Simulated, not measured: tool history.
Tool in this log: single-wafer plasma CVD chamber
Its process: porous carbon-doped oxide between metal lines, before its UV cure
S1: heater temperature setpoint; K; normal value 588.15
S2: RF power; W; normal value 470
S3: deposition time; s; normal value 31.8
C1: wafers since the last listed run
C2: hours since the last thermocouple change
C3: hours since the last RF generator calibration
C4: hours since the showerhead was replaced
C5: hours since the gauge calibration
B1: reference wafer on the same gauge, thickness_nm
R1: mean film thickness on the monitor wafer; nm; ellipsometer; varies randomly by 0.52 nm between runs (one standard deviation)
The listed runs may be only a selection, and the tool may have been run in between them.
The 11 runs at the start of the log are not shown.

Run 12, day 45.458: usual settings; C1 1938; C2 518.4; C3 1193.7; C4 351.3; C5 2999.3; B1 135.936. Result: R1 149.566 nm.
Run 13, day 47.938: usual settings; C1 1523; C2 577.9; C3 1253.2; C4 410.8; C5 3058.8; B1 135.915. Result: R1 149.196 nm.
Run 14, day 51.796: usual settings; C1 2370; C2 670.5; C3 1345.8; C4 503.4; C5 3151.4; B1 135.982. Result: R1 148.97 nm.
Run 15, day 53.571: usual settings but S2 395 W; C1 1090; C2 713.1; C3 1388.4; C4 546; C5 3194; B1 135.806. Result: R1 126.688 nm.
Run 16, day 57.658: usual settings but S1 576.15 K, S2 555 W, S3 29.3 s; C1 2511; C2 811.2; C3 1486.5; C4 644.1; C5 3292.1; B1 135.742. Result: R1 167.092 nm.
At day 59.254: RF generator calibrated.
Run 17, day 60.821: usual settings; C1 1738; C2 887.1; C3 37.6; C4 720; C5 3368; B1 136.064. Result: R1 155.374 nm.
Run 18, day 68.358: usual settings but S2 505 W, S3 36.7 s; C1 4631; C2 1068; C3 218.5; C4 900.9; C5 3548.9; B1 135.803. Result: R1 187.928 nm.
Run 19, day 70.162: usual settings; C1 1108; C2 1111.3; C3 261.8; C4 944.2; C5 3592.2; B1 136.176. Result: R1 153.566 nm.
Run 20, day 73.325: usual settings; C1 1943; C2 1187.2; C3 337.7; C4 1020.1; C5 3668.1; B1 136.077. Result: R1 154.495 nm.
Run 21, day 76.1: usual settings but S1 596.15 K; C1 1705; C2 1253.8; C3 404.3; C4 1086.7; C5 3734.7; B1 135.703. Result: R1 148.354 nm.
Run 22, day 80.554: usual settings but S1 593.15 K, S2 410 W; C1 2737; C2 1360.7; C3 511.2; C4 1193.6; C5 3841.6; B1 135.958. Result: R1 131.218 nm.
Run 23, day 82.246: usual settings but S1 600.15 K; C1 1039; C2 1401.3; C3 551.8; C4 1234.2; C5 3882.2; B1 136.125. Result: R1 144.497 nm.
Run 24, day 85.475: usual settings but S1 582.15 K, S2 530 W, S3 33.6 s; C1 1984; C2 1478.8; C3 629.3; C4 1311.7; C5 3959.7; B1 135.866. Result: R1 182.35 nm.
At day 86.871: gauge calibrated.
Run 25, day 89.671: usual settings but S1 584.15 K, S3 35.7 s; C1 2578; C2 1579.5; C3 730; C4 1412.4; C5 67.2; B1 136.064. Result: R1 173.58 nm.
At day 92.496: thermocouple changed; heater temperature recalibrated.
Run 26, day 93.596: usual settings but S3 27.7 s; C1 2207; C2 26.4; C3 824.2; C4 1506.6; C5 161.4; B1 136.019. Result: R1 129.778 nm.
Run 27, day 96.633: usual settings but S1 596.15 K; C1 1866; C2 99.3; C3 897.1; C4 1579.5; C5 234.3; B1 136.174. Result: R1 142.476 nm.
Run 28, day 99.804: usual settings but S1 584.15 K, S2 380 W; C1 1948; C2 175.4; C3 973.2; C4 1655.6; C5 310.4; B1 135.985. Result: R1 123.175 nm.
Run 29, day 103.921: usual settings but S1 592.15 K, S2 390 W, S3 27.8 s; C1 2529; C2 274.2; C3 1072; C4 1754.4; C5 409.2; B1 135.75. Result: R1 106.512 nm.
Run 30, day 105.429: usual settings; C1 926; C2 310.4; C3 1108.2; C4 1790.6; C5 445.4; B1 136.011. Result: R1 148.465 nm.
Run 31, day 113.983: usual settings but S1 595.15 K, S2 535 W; C1 5256; C2 515.7; C3 1313.5; C4 1995.9; C5 650.7; B1 136.1. Result: R1 159.006 nm.
At day 114.633: RF generator calibrated.
Run 32, day 115.808: usual settings but S1 578.15 K; C1 916; C2 559.5; C3 28.2; C4 2039.7; C5 694.5; B1 136.138. Result: R1 160.794 nm.
Run 33, day 118.404: usual settings; C1 1595; C2 621.8; C3 90.5; C4 2102; C5 756.8; B1 136.045. Result: R1 152.01 nm.
Run 34, day 122.875: usual settings but S1 595.15 K, S2 510 W, S3 37.3 s; C1 2747; C2 729.1; C3 197.8; C4 2209.3; C5 864.1; B1 135.863. Result: R1 184.264 nm.
Run 35, day 124.929: usual settings but S1 580.15 K; C1 1262; C2 778.4; C3 247.1; C4 2258.6; C5 913.4; B1 136.224. Result: R1 157.17 nm.

3 ways to go on from here, each from the tool as it stands after run 35. What would each give?
Run A, day 124.946: usual settings but S2 525 W; C1 10; C2 778.8; C3 247.5; C4 2259; C5 913.8; B1 ?. Result: R1 ?.
Run B, day 124.946: usual settings but S2 445 W, S3 26.9 s; C1 10; C2 778.8; C3 247.5; C4 2259; C5 913.8; B1 ?. Result: R1 ?.
Run C, day 124.946: usual settings but S1 583.15 K, S3 26.5 s; C1 10; C2 778.8; C3 247.5; C4 2259; C5 913.8; B1 ?. Result: R1 ?.

run       B1       R1
  A  136.011  166.137
  B  136.011   123.03
  C  136.011   130.57
With no hidden state in the tool, these same runs would have given:
run       R1
  A  168.231
  B  125.088
  C  132.248

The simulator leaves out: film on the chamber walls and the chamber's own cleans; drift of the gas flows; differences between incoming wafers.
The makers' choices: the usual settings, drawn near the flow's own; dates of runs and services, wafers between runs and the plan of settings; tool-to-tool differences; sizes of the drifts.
